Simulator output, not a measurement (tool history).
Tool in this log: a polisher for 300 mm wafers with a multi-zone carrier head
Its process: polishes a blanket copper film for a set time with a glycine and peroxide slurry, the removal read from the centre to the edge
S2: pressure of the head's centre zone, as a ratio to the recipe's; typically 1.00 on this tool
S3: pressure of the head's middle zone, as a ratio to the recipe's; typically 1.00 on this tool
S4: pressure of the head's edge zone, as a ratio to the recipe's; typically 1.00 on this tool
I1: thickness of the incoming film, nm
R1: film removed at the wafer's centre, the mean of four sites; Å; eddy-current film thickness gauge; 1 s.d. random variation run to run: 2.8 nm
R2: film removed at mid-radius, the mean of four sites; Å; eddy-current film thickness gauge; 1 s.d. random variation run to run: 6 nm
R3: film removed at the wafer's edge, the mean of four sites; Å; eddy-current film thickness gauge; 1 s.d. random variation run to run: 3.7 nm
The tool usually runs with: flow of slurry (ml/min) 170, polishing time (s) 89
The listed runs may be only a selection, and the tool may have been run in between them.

run 1 day=0.000 | flow_of_slurry_(ml/min)=170 S2=1.00 S3=1.00 S4=0.93 polishing_time_(s)=89 | I1=1646.8 | R1=3955 R2=4132 R3=4104
run 2 day=0.262 | flow_of_slurry_(ml/min)=170 S2=1.00 S3=1.00 S4=0.93 polishing_time_(s)=89 | I1=1639.4 | R1=3974 R2=4063 R3=4154
run 3 day=0.517 | flow_of_slurry_(ml/min)=170 S2=1.00 S3=0.94 S4=1.00 polishing_time_(s)=77 | I1=1658.4 | R1=3388 R2=3404 R3=3699
-- day=1.262 worn pad replaced by a new one
run 4 day=1.283 | flow_of_slurry_(ml/min)=170 S2=1.00 S3=1.00 S4=1.00 polishing_time_(s)=89 | I1=1643.5 | R1=3872 R2=4127 R3=4316
-- day=1.771 edge zone pressure recalibrated
-- day=1.925 carrier head's membrane replaced by a new one
run 5 day=1.946 | flow_of_slurry_(ml/min)=170 S2=1.00 S3=1.00 S4=1.00 polishing_time_(s)=89 | I1=1633.3 | R1=3924 R2=4070 R3=4275
run 6 day=2.012 | flow_of_slurry_(ml/min)=140 S2=1.00 S3=1.05 S4=1.00 polishing_time_(s)=114 | I1=1673.8 | R1=4802 R2=5368 R3=5299
run 7 day=2.575 | flow_of_slurry_(ml/min)=210 S2=1.03 S3=0.97 S4=1.04 polishing_time_(s)=89 | I1=1624.7 | R1=4134 R2=4162 R3=4414
run 8 day=3.138 | flow_of_slurry_(ml/min)=170 S2=1.00 S3=1.00 S4=1.00 polishing_time_(s)=89 | I1=1632.1 | R1=3925 R2=4165 R3=4289
run 9 day=3.533 | flow_of_slurry_(ml/min)=170 S2=1.06 S3=1.00 S4=1.00 polishing_time_(s)=72 | I1=1646.2 | R1=3318 R2=3312 R3=3477
run 10 day=4.025 | flow_of_slurry_(ml/min)=145 S2=1.11 S3=1.00 S4=1.00 polishing_time_(s)=89 | I1=1652.9 | R1=4155 R2=4000 R3=4226
run 11 day=4.317 | flow_of_slurry_(ml/min)=210 S2=1.03 S3=0.97 S4=1.04 polishing_time_(s)=89 | I1=1644.9 | R1=4045 R2=4189 R3=4541
run 12 day=4.775 | flow_of_slurry_(ml/min)=170 S2=1.00 S3=1.08 S4=1.06 polishing_time_(s)=89 | I1=1661.3 | R1=3844 R2=4376 R3=4499
-- day=5.029 worn pad replaced by a new one
run 13 day=6.708 | flow_of_slurry_(ml/min)=225 S2=1.00 S3=0.96 S4=1.00 polishing_time_(s)=89 | I1=1657.8 | R1=3980 R2=4138 R3=4447
-- day=6.846 slurry nozzle cleaned
-- day=7.125 centre zone pressure recalibrated
run 14 day=7.392 | flow_of_slurry_(ml/min)=170 S2=1.00 S3=0.89 S4=1.05 polishing_time_(s)=97 | I1=1645.4 | R1=4547 R2=4010 R3=4852
run 15 day=8.046 | flow_of_slurry_(ml/min)=170 S2=0.91 S3=1.00 S4=0.93 polishing_time_(s)=111 | I1=1672.9 | R1=4771 R2=5225 R3=5173
run 16 day=8.512 | flow_of_slurry_(ml/min)=170 S2=1.00 S3=1.00 S4=1.05 polishing_time_(s)=118 | I1=1653.8 | R1=5417 R2=5426 R3=5792
run 17 day=8.875 | flow_of_slurry_(ml/min)=170 S2=1.00 S3=0.93 S4=1.10 polishing_time_(s)=89 | I1=1641.5 | R1=4078 R2=3934 R3=4524
-- day=9.058 worn pad replaced by a new one
run 18 day=9.438 | flow_of_slurry_(ml/min)=210 S2=1.03 S3=0.97 S4=1.04 polishing_time_(s)=89 | I1=1652.9 | R1=4384 R2=4150 R3=4482
run 19 day=9.804 | flow_of_slurry_(ml/min)=170 S2=1.00 S3=1.00 S4=1.00 polishing_time_(s)=89 | I1=1625.5 | R1=4086 R2=4087 R3=4284
run 20 day=10.421 | flow_of_slurry_(ml/min)=170 S2=1.00 S3=1.00 S4=0.90 polishing_time_(s)=89 | I1=1651.7 | R1=4090 R2=4187 R3=4084
run 21 day=10.717 | flow_of_slurry_(ml/min)=170 S2=1.00 S3=1.00 S4=1.00 polishing_time_(s)=89 | I1=1660.5 | R1=4120 R2=4216 R3=4254

Below are 5 alternative next runs, each starting from the tool's condition after run 21. Predict each:
run A day=10.738 | flow_of_slurry_(ml/min)=170 S2=1.00 S3=1.00 S4=1.00 polishing_time_(s)=89 | I1=1624.2 | R1=? R2=? R3=?
run B day=10.738 | flow_of_slurry_(ml/min)=170 S2=1.00 S3=0.91 S4=1.00 polishing_time_(s)=89 | I1=1624.2 | R1=? R2=? R3=?
run C day=10.738 | flow_of_slurry_(ml/min)=170 S2=1.00 S3=0.90 S4=1.00 polishing_time_(s)=89 | I1=1624.2 | R1=? R2=? R3=?
run D day=10.738 | flow_of_slurry_(ml/min)=115 S2=1.00 S3=1.08 S4=0.96 polishing_time_(s)=108 | I1=1624.2 | R1=? R2=? R3=?
run E day=10.738 | flow_of_slurry_(ml/min)=170 S2=1.00 S3=1.09 S4=1.12 polishing_time_(s)=89 | I1=1624.2 | R1=? R2=? R3=?

run=A R1=4155 R2=4109 R3=4312
run=B R1=4152 R2=3797 R3=4317
run=C R1=4152 R2=3762 R3=4318
run=D R1=4631 R2=4934 R3=4856
run=E R1=4157 R2=4420 R3=4556
With the hidden condition removed and each run's random variation left untouched, the same runs would have given:
run=A R1=4271 R2=4108 R3=4312
run=B R1=4268 R2=3796 R3=4317
run=C R1=4268 R2=3762 R3=4318
run=D R1=4760 R2=4934 R3=4856
run=E R1=4273 R2=4420 R3=4556
